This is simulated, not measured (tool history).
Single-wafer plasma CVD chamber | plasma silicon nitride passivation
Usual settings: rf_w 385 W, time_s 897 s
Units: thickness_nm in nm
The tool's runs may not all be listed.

run	hour	rf_w	time_s	wafers since the last listed run	hours since the last RF generator calibration	hours since the showerhead was replaced	hours since the gauge calibration	read-back reference wafer on the same gauge, thickness_nm	thickness_nm
1	0.0	385	897	0	2059.3	3486.8	115.2	1319.793	1110.136
2	10.9	385	897	31	2070.2	3497.7	126.1	1318.005	1111.284
3	20.7	385	778	28	2080.0	3507.5	135.9	1317.351	962.978
4	34.5	385	778	39	2093.8	3521.3	149.7	1317.152	963.325
5	42.5	385	778	22	2101.8	3529.3	157.7	1317.289	962.916
6	58.6	385	754	46	2117.9	3545.4	173.8	1316.433	935.538
7	72.0	385	754	38	2131.3	3558.8	187.2	1317.283	931.438
8	78.4	445	897	18	2137.7	3565.2	193.6	1316.389	1175.463
9	85.2	385	897	19	2144.5	3572.0	200.4	1315.731	1108.178
# hour 119.9: gauge calibrated
# hour 136.3: showerhead replaced
10	138.5	425	1013	129	2197.8	2.2	18.6	1325.380	1315.691
# hour 152.2: RF generator calibrated
11	154.4	425	748	22	2.2	18.1	34.5	1324.121	969.303
12	164.2	415	725	28	12.0	27.9	44.3	1323.158	926.941
13	174.4	385	778	29	22.2	38.1	54.5	1322.848	968.433
14	186.9	460	846	35	34.7	50.6	67.0	1321.726	1123.874
15	198.0	410	1026	31	45.8	61.7	78.1	1320.725	1305.169
16	212.4	445	1015	41	60.2	76.1	92.5	1319.366	1336.430
17	226.6	385	897	40	74.4	90.3	106.7	1319.938	1112.195
18	237.3	360	834	30	85.1	101.0	117.4	1318.268	1001.873

3 ways to go on from here, each from the tool as it stands after run 18. What would each give?
A	237.9	360	897	1	85.7	101.6	118.0	?	?
B	237.9	385	737	1	85.7	101.6	118.0	?	?
C	237.9	405	947	1	85.7	101.6	118.0	?	?

run	read-back reference wafer on the same gauge, thickness_nm	thickness_nm
A	1319.297	1084.356
B	1319.297	916.060
C	1319.297	1201.495
Without the tool's hidden state the same runs would have given:
run	thickness_nm
A	1093.761
B	924.006
C	1211.917
